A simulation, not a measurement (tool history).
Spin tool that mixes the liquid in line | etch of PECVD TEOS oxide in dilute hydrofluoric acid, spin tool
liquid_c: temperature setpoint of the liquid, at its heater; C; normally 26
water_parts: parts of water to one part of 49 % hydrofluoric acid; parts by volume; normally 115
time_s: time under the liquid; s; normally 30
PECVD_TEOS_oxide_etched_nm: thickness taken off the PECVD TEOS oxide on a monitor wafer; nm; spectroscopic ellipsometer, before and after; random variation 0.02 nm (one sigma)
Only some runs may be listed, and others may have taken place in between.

run,day,liquid_c,water_parts,time_s,wafers since the last listed run,hours since the thermometer was replaced,hours since the hydrofluoric acid flow meter was replaced,hours since the gauge calibration,"read-back film thickness of the PECVD TEOS oxide reference wafer, read on the same gauge (nm)",PECVD_TEOS_oxide_etched_nm
1,0,26,115,30,0,2213.3,1224.5,225.7,79.97,8.86
# day 0.508: gauge calibrated
2,0.608,26,115,30,252,2227.9,1239.1,2.4,79.98,8.88
3,1.233,26,115,30,259,2242.9,1254.1,17.4,79.99,8.88
4,1.654,26,115,30,174,2253,1264.2,27.5,80.01,8.91
5,2.125,26,115,30,195,2264.3,1275.5,38.8,80.01,8.91
6,2.421,26,115,30,122,2271.4,1282.6,45.9,79.99,8.9
7,2.688,26,115,30,110,2277.8,1289,52.3,80,8.94
8,3.029,26,115,30,141,2286,1297.2,60.5,79.98,8.91
9,4.083,26,115,30,437,2311.3,1322.5,85.8,80,8.95
10,4.675,26,115,30,245,2325.5,1336.7,100,80.01,8.94
11,5.383,26,115,30,294,2342.5,1353.7,117,79.99,8.92
# day 6.7: thermometer replaced
12,6.971,26,115,30,642,6.5,1391.8,155.1,80.01,8.19
13,7.392,26,115,30,174,16.6,1401.9,165.2,79.99,8.17
14,8.075,26,115,30,283,33,1418.3,181.6,79.98,8.26
15,8.529,30.5,85,35,188,43.9,1429.2,192.5,79.99,15.94
# day 9.175: gauge calibrated
16,9.229,26,115,30,290,60.7,1446,1.3,79.99,8.17
17,9.975,23,115,35,309,78.6,1463.9,19.2,79.99,8.56
18,10.458,31,115,30,200,90.2,1475.5,30.8,79.98,9.93
# day 10.654: hydrofluoric acid flow meter replaced
19,11.079,27.5,80,35,240,105.1,10.2,45.7,79.99,14.34
20,11.329,22.5,115,15,103,111.1,16.2,51.7,79.99,3.36
21,12.038,28.5,115,25,294,128.1,33.2,68.7,80.01,7.05
22,12.517,28,115,30,199,139.6,44.7,80.2,79.99,8.3
23,13.025,30,80,45,211,151.8,56.9,92.4,80.01,20.39
24,13.346,26,115,30,133,159.5,64.6,100.1,79.98,7.73
25,13.792,30,80,45,185,170.2,75.3,110.8,80.02,20.42
26,14.096,26,115,15,126,177.5,82.6,118.1,79.99,3.85
27,14.538,26,115,50,183,188.1,93.2,128.7,79.98,12.88
28,14.896,29,115,25,148,196.7,101.8,137.3,80.01,7.26

Below, each run's measurement less what the same run would have read without the hidden state. Both values contain the same run-to-run variation, but the gauge's scatter may not be the same in both:
Hidden state at play: liquid hotter than its thermometer reads (K); hydrofluoric acid flow above the setpoint (%); gauge reads high (%).
run,PECVD_TEOS_oxide_etched_nm
1,+1.28
2,+1.29
3,+1.3
4,+1.31
5,+1.32
6,+1.33
7,+1.34
8,+1.33
9,+1.36
10,+1.36
11,+1.37
12,+0.61
13,+0.61
14,+0.63
15,+1.2
16,+0.63
17,+0.68
18,+0.81
19,+0.18
20,+0.05
21,+0.11
22,+0.13
23,+0.33
24,+0.13
25,+0.37
26,+0.07
27,+0.25
28,+0.15

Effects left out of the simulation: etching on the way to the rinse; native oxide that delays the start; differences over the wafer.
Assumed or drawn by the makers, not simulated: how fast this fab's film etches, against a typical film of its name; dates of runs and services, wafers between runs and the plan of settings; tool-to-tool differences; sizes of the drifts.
